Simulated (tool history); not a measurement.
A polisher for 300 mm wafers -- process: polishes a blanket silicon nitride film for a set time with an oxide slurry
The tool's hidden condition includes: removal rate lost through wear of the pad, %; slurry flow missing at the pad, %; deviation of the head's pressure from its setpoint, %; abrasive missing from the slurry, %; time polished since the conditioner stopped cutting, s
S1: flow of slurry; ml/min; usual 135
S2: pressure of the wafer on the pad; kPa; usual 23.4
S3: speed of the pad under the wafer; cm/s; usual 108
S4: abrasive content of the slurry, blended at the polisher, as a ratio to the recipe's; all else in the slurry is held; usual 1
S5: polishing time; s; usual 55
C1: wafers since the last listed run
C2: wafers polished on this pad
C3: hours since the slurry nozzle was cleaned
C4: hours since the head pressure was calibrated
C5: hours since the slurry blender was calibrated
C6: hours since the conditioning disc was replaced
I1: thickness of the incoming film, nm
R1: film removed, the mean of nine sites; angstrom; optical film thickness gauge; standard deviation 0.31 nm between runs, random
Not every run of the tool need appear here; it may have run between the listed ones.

run,day,S1,S2,S3,S4,S5,C1,C2,C3,C4,C5,C6,I1,R1
1,0,135,23.4,108,1,55,0,1458,192,163.5,214.8,316.8,341.3,385
# day 0.1: slurry blender recalibrated
# day 0.838: conditioning disc replaced and pad reconditioned
# day 0.921: worn pad replaced by a new one
2,2.575,135,23.4,108,1,55,441,313,253.8,225.3,59.4,41.7,336,390
3,3.9,135,23.4,108,1,55,251,565,285.6,257.1,91.2,73.5,340.4,388
4,6.329,135,23.4,108,1,55,460,1025,343.9,315.4,149.5,131.8,345.5,389
# day 7.275: slurry blender recalibrated
# day 8.042: worn pad replaced by a new one
5,8.912,135,23.4,108,1,55,442,165,405.9,377.4,39.3,193.8,339.1,382
6,10.138,135,23.4,108,1,55,232,397,435.3,406.8,68.7,223.2,341.3,378
# day 12.404: head pressure recalibrated
7,12.425,135,23.4,108,1,59,417,815,490.2,0.5,123.6,278.1,339,410
# day 14.592: slurry blender recalibrated
# day 14.808: worn pad replaced by a new one
8,14.912,135,23.4,108,1,59,424,19,549.9,60.2,7.7,337.8,341,407
# day 16.325: conditioning disc replaced and pad reconditioned
9,17.617,135,23.4,108,1,59,497,516,614.8,125.1,72.6,31,341.5,403
10,19.667,135,23.4,82,1,46,388,905,664,174.3,121.8,80.2,339.7,249
11,20.7,135,27.6,108,1,39,195,1101,688.8,199.1,146.6,105,345.6,306
# day 21.233: slurry nozzle cleaned
# day 21.829: worn pad replaced by a new one, of another model than before
# day 23.15: slurry blender recalibrated
12,23.367,135,27.6,108,1,39,450,275,51.2,263.1,5.2,169,332.4,304
13,25.858,120,16.5,108,1,68,472,748,111,322.9,65,228.8,333.8,388
14,28.175,135,23.4,144,0.9,36,439,1187,166.6,378.5,120.6,284.4,337.9,309
# day 28.529: worn pad replaced by a new one
# day 30.208: head pressure recalibrated
# day 30.412: conditioning disc replaced and pad reconditioned
# day 30.558: slurry blender recalibrated
15,30.825,135,23.4,144,0.9,36,423,387,230.2,14.8,6.4,9.9,340,308
16,32.042,135,31,108,1,55,230,618,259.4,44,35.6,39.1,340.9,454
17,34.704,120,16.5,108,1,68,504,1123,323.3,107.9,99.5,103,338.5,380
# day 36.454: worn pad replaced by a new one
18,36.667,135,19.3,108,1,73,340,40,370.4,155,146.6,150.1,334.7,452
# day 37.567: slurry blender recalibrated
19,38.408,135,23.4,108,1,60,314,354,412.2,196.8,20.2,191.9,338.5,419

Consider 4 possible next runs. They are alternatives, not a sequence: every one starts from the tool as it was left by run 19. What does each give?
A,38.425,135,23.4,108,1,55,3,357,412.6,197.2,20.6,192.3,344.9,?
B,38.425,100,28.3,108,1,66,3,357,412.6,197.2,20.6,192.3,344.9,?
C,38.425,135,23.4,128,1.25,55,3,357,412.6,197.2,20.6,192.3,344.9,?
D,38.425,135,23.4,108,1.1,67,3,357,412.6,197.2,20.6,192.3,344.9,?

run,R1
A,385
B,453
C,511
D,495
Take away the tool's hidden state, keep each run's random variation, and the runs would have read:
run,R1
A,395
B,471
C,524
D,508
